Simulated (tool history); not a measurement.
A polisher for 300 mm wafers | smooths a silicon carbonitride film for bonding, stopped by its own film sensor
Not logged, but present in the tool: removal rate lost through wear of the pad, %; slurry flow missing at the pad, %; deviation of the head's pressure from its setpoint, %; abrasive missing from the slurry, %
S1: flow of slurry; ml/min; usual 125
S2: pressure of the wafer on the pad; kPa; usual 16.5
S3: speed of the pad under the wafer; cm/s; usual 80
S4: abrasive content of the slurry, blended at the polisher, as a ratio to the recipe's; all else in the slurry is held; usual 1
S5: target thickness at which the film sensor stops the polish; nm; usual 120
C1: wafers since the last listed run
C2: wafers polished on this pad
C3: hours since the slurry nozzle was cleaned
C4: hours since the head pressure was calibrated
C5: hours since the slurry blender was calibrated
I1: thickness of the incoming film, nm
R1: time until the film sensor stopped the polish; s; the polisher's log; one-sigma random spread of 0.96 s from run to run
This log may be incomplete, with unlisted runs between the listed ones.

run    hour   S1    S2  S3   S4   S5    C1    C2     C3     C4     C5     I1     R1
  1       0  125  16.5  80    1  120     0   791  223.3  102.1   13.8  140.6   78.1
  2    84.7  125  16.5  80    1  120  1322  2113    308  186.8   98.5  138.8   74.8
      123.4  -- slurry nozzle cleaned
  3     144  125  16.5  80    1  125   910  3023   20.6  246.1  157.8  140.2   62.9
  4   218.6  125  16.5  80    1  125  1164  4188   95.2  320.7  232.4  140.7   62.8
      229.7  -- head pressure recalibrated
      271.8  -- worn pad replaced by a new one
  5   286.1  125  19.3  80    1  120   960   222  162.7   56.4  299.9  138.8   62.8
      318.2  -- slurry blender recalibrated
  6   381.1  125  16.5  80    1  120  1451  1674  257.7  151.4   62.9  140.9   84.3
  7   436.6  125  16.5  80    1  120   866  2541  313.2  206.9  118.4  139.9   80.6
      481.5  -- slurry nozzle cleaned
  8   482.5  125  16.5  80    1  120   700  3242      1  252.8  164.3  140.7   84.8
  9   543.2  125  16.5  80    1  120   947  4189   61.7  313.5    225  140.9     86
 10   588.2  125  16.5  80    1  120   702  4892  106.7  358.5    270  141.5   89.3
      603.7  -- head pressure recalibrated
 11     642  125  16.5  80    1  115   808  5700  160.5   38.3  323.8  140.8  109.8
      687.1  -- slurry blender recalibrated
      693.8  -- worn pad replaced by a new one
 12   696.6  125  16.5  80    1  115   758    43  215.1   92.9    9.5  139.4   91.3
 13   780.4  105  16.5  80    1  120  1308  1352  298.9  176.7   93.3  141.7   87.3
 14   869.9  125  16.5  80    1  120  1397  2749  388.4  266.2  182.8  141.5   89.1
      891.2  -- slurry nozzle cleaned
      982.2  -- head pressure recalibrated
     1040.2  -- slurry blender recalibrated
     1082.6  -- worn pad replaced by a new one
 15    1090  160  16.5  80    1  120  3295   115  198.8  107.8   49.8  139.8   70.3
 16  1132.8  110  16.5  80  0.8  120   668   783  241.6  150.6   92.6    138   76.2
 17    1190  125  16.5  80    1  120   892  1676  298.8  207.8  149.8  137.8   70.7
       1237  -- slurry nozzle cleaned
 18  1275.1  125  11.7  80    1  125  1312  2989   38.1  292.9  234.9  140.6   79.9
 19  1339.8  125  11.7  66    1  127  1010  3999  102.8  357.6  299.6  139.6   74.9
     1378.7  -- slurry blender recalibrated
     1380.4  -- head pressure recalibrated
 20  1403.4  125  16.5  80    1  120   935  4934  166.4     23   24.7  140.9   85.8
     1436.3  -- worn pad replaced by a new one
 21  1471.2  150    20  80  0.7  115   996   544  234.2   90.8   92.5  141.7   94.3
 22  1577.4  125  15.2  66  1.2  120  1657  2202  340.4    197  198.7    140   92.9
     1593.4  -- slurry nozzle cleaned
 23  1652.7  125  16.5  80    1  126  1159  3362   59.3  272.3    274  142.1   65.6
 24  1717.1  125  16.5  60    1  125  1005  4368  123.7  336.7  338.4  140.4   73.8
     1742.8  -- head pressure recalibrated
     1760.8  -- slurry blender recalibrated
 25  1812.6   80  16.5  80    1  122  1428  5796  219.2   69.8   51.8  141.1   91.7
     1843.7  -- worn pad replaced by a new one
 26  1864.6  150  16.5  80    1  120   749   326  271.2  121.8  103.8  141.1   77.8

Branching from run 26: 4 alternative next runs. What would each branch give?
  A  1865  125  16.5  58     1  120   6  332  271.6  122.2  104.2  140.6   ?
  B  1865  150  20.7  80     1  120   6  332  271.6  122.2  104.2  140.6   ?
  C  1865  110  16.5  52  1.15  125   6  332  271.6  122.2  104.2  140.6   ?
  D  1865   80  21.4  80  0.75  126   6  332  271.6  122.2  104.2  140.6   ?

run    R1
  A    92
  B  62.4
  C  73.5
  D  54.5
Stripped of hidden state, with their random variation kept, the same runs would have yielded:
run    R1
  A    90
  B    61
  C  71.9
  D  53.3

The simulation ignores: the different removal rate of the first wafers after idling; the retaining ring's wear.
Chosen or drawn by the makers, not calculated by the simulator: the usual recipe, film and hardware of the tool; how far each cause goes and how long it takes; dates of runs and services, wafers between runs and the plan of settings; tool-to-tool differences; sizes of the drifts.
